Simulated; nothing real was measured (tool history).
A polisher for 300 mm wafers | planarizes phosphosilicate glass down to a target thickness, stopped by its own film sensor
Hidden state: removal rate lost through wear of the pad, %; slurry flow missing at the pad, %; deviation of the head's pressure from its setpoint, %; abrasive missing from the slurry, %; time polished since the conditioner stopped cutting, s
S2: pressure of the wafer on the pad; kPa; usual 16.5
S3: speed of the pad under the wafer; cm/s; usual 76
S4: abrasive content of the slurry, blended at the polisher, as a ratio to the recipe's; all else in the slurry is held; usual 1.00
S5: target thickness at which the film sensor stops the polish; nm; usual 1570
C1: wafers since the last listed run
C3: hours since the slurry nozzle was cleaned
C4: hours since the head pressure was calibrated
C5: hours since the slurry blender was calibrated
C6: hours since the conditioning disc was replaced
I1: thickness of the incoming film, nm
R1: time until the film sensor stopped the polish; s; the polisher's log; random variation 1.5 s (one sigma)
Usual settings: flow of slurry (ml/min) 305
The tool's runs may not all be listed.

run 1 hour=0.0 | flow_of_slurry_(ml/min)=305 S2=13.1 S3=76 S4=1.00 S5=1570 | C1=0 wafers_polished_on_this_pad=1361 C3=451.2 C4=602.9 C5=77.8 C6=452.3 | I1=2170.6 | R1=126.8
-- hour=45.0 slurry nozzle cleaned
run 2 hour=70.7 | flow_of_slurry_(ml/min)=305 S2=16.5 S3=76 S4=1.00 S5=1570 | C1=659 wafers_polished_on_this_pad=2020 C3=25.7 C4=673.6 C5=148.5 C6=523.0 | I1=2184.5 | R1=113.1
-- hour=79.4 conditioning disc replaced and pad reconditioned
run 3 hour=130.7 | flow_of_slurry_(ml/min)=305 S2=16.5 S3=76 S4=1.00 S5=1570 | C1=548 wafers_polished_on_this_pad=2568 C3=85.7 C4=733.6 C5=208.5 C6=51.3 | I1=2173.0 | R1=108.8
-- hour=161.6 worn pad replaced by a new one
run 4 hour=214.8 | flow_of_slurry_(ml/min)=305 S2=16.5 S3=76 S4=1.00 S5=1570 | C1=757 wafers_polished_on_this_pad=503 C3=169.8 C4=817.7 C5=292.6 C6=135.4 | I1=2217.0 | R1=115.7
-- hour=274.2 slurry blender recalibrated
run 5 hour=282.9 | flow_of_slurry_(ml/min)=305 S2=16.5 S3=76 S4=1.00 S5=1570 | C1=625 wafers_polished_on_this_pad=1128 C3=237.9 C4=885.8 C5=8.7 C6=203.5 | I1=2145.0 | R1=102.7
run 6 hour=352.4 | flow_of_slurry_(ml/min)=305 S2=16.5 S3=76 S4=1.00 S5=1570 | C1=657 wafers_polished_on_this_pad=1785 C3=307.4 C4=955.3 C5=78.2 C6=273.0 | I1=2186.9 | R1=113.2
run 7 hour=387.7 | flow_of_slurry_(ml/min)=305 S2=16.5 S3=76 S4=1.00 S5=1570 | C1=333 wafers_polished_on_this_pad=2119 C3=342.7 C4=990.6 C5=113.5 C6=308.3 | I1=2197.2 | R1=114.5
run 8 hour=430.8 | flow_of_slurry_(ml/min)=305 S2=16.5 S3=76 S4=1.00 S5=1570 | C1=407 wafers_polished_on_this_pad=2526 C3=385.8 C4=1033.7 C5=156.6 C6=351.4 | I1=2201.1 | R1=116.6
run 9 hour=463.2 | flow_of_slurry_(ml/min)=305 S2=16.5 S3=76 S4=1.00 S5=1570 | C1=306 wafers_polished_on_this_pad=2833 C3=418.2 C4=1066.1 C5=189.0 C6=383.8 | I1=2208.0 | R1=116.4
-- hour=501.1 worn pad replaced by a new one
run 10 hour=501.6 | flow_of_slurry_(ml/min)=305 S2=16.5 S3=76 S4=1.00 S5=1570 | C1=325 wafers_polished_on_this_pad=4 C3=456.6 C4=1104.5 C5=227.4 C6=422.2 | I1=2192.5 | R1=111.4
-- hour=524.7 head pressure recalibrated
run 11 hour=527.2 | flow_of_slurry_(ml/min)=305 S2=16.5 S3=76 S4=1.00 S5=1570 | C1=223 wafers_polished_on_this_pad=228 C3=482.2 C4=2.5 C5=253.0 C6=447.8 | I1=2223.9 | R1=120.1
-- hour=574.7 conditioning disc replaced and pad reconditioned
run 12 hour=588.1 | flow_of_slurry_(ml/min)=270 S2=16.5 S3=76 S4=0.75 S5=1645 | C1=557 wafers_polished_on_this_pad=785 C3=543.1 C4=63.4 C5=313.9 C6=13.4 | I1=2182.9 | R1=127.0
-- hour=592.0 slurry nozzle cleaned
-- hour=639.3 slurry blender recalibrated
run 13 hour=639.8 | flow_of_slurry_(ml/min)=385 S2=11.7 S3=52 S4=1.00 S5=1363 | C1=460 wafers_polished_on_this_pad=1245 C3=47.8 C4=115.1 C5=0.5 C6=65.1 | I1=2161.7 | R1=246.8
run 14 hour=677.6 | flow_of_slurry_(ml/min)=305 S2=15.2 S3=54 S4=0.85 S5=1570 | C1=357 wafers_polished_on_this_pad=1603 C3=85.6 C4=152.9 C5=38.3 C6=102.9 | I1=2155.1 | R1=169.8
run 15 hour=724.0 | flow_of_slurry_(ml/min)=305 S2=16.5 S3=76 S4=1.00 S5=1570 | C1=438 wafers_polished_on_this_pad=2041 C3=132.0 C4=199.3 C5=84.7 C6=149.3 | I1=2148.5 | R1=102.7
run 16 hour=786.2 | flow_of_slurry_(ml/min)=305 S2=16.5 S3=90 S4=1.00 S5=1570 | C1=588 wafers_polished_on_this_pad=2630 C3=194.2 C4=261.5 C5=146.9 C6=211.5 | I1=2204.8 | R1=100.6
run 17 hour=817.1 | flow_of_slurry_(ml/min)=305 S2=16.5 S3=76 S4=1.00 S5=1703 | C1=292 wafers_polished_on_this_pad=2922 C3=225.1 C4=292.4 C5=177.8 C6=242.4 | I1=2210.2 | R1=92.3
-- hour=867.0 worn pad replaced by a new one
run 18 hour=886.3 | flow_of_slurry_(ml/min)=305 S2=16.5 S3=96 S4=1.00 S5=1570 | C1=616 wafers_polished_on_this_pad=182 C3=294.3 C4=361.6 C5=247.0 C6=311.6 | I1=2199.5 | R1=95.2
run 19 hour=929.4 | flow_of_slurry_(ml/min)=255 S2=14.5 S3=76 S4=1.00 S5=1679 | C1=407 wafers_polished_on_this_pad=589 C3=337.4 C4=404.7 C5=290.1 C6=354.7 | I1=2206.3 | R1=105.5
-- hour=954.3 slurry blender recalibrated
run 20 hour=971.0 | flow_of_slurry_(ml/min)=305 S2=14.5 S3=76 S4=1.25 S5=1638 | C1=374 wafers_polished_on_this_pad=964 C3=379.0 C4=446.3 C5=16.7 C6=396.3 | I1=2178.0 | R1=92.0
run 21 hour=998.9 | flow_of_slurry_(ml/min)=305 S2=16.5 S3=64 S4=1.00 S5=1744 | C1=263 wafers_polished_on_this_pad=1228 C3=406.9 C4=474.2 C5=44.6 C6=424.2 | I1=2195.1 | R1=94.2
run 22 hour=1052.4 | flow_of_slurry_(ml/min)=305 S2=16.5 S3=94 S4=1.00 S5=1570 | C1=505 wafers_polished_on_this_pad=1734 C3=460.4 C4=527.7 C5=98.1 C6=477.7 | I1=2210.2 | R1=99.7
run 23 hour=1080.9 | flow_of_slurry_(ml/min)=305 S2=16.5 S3=60 S4=0.80 S5=1570 | C1=269 wafers_polished_on_this_pad=2003 C3=488.9 C4=556.2 C5=126.6 C6=506.2 | I1=2193.9 | R1=164.0
-- hour=1108.1 slurry nozzle cleaned
run 24 hour=1110.9 | flow_of_slurry_(ml/min)=360 S2=21.4 S3=76 S4=1.10 S5=1570 | C1=274 wafers_polished_on_this_pad=2277 C3=2.8 C4=586.2 C5=156.6 C6=536.2 | I1=2199.8 | R1=86.2
run 25 hour=1157.0 | flow_of_slurry_(ml/min)=305 S2=13.8 S3=76 S4=1.00 S5=1570 | C1=435 wafers_polished_on_this_pad=2713 C3=48.9 C4=632.3 C5=202.7 C6=582.3 | I1=2180.8 | R1=129.5
-- hour=1208.9 conditioning disc replaced and pad reconditioned
-- hour=1220.0 worn pad replaced by a new one
run 26 hour=1221.3 | flow_of_slurry_(ml/min)=330 S2=16.5 S3=86 S4=1.00 S5=1768 | C1=551 wafers_polished_on_this_pad=11 C3=113.2 C4=696.6 C5=267.0 C6=12.4 | I1=2157.5 | R1=65.1

3 ways to go on from here, each from the tool as it stands after run 26. What would each give?
run A hour=1221.8 | flow_of_slurry_(ml/min)=305 S2=19.3 S3=76 S4=1.00 S5=1570 | C1=4 wafers_polished_on_this_pad=16 C3=113.7 C4=697.1 C5=267.5 C6=12.9 | I1=2178.7 | R1=?
run B hour=1221.8 | flow_of_slurry_(ml/min)=305 S2=16.5 S3=76 S4=1.10 S5=1429 | C1=4 wafers_polished_on_this_pad=16 C3=113.7 C4=697.1 C5=267.5 C6=12.9 | I1=2178.7 | R1=?
run C hour=1221.8 | flow_of_slurry_(ml/min)=215 S2=11.7 S3=76 S4=1.00 S5=1510 | C1=4 wafers_polished_on_this_pad=16 C3=113.7 C4=697.1 C5=267.5 C6=12.9 | I1=2178.7 | R1=?

run=A R1=99.5
run=B R1=128.8
run=C R1=159.6
Without the tool's hidden state the same runs would have given:
run=A R1=99.5
run=B R1=128.8
run=C R1=159.6
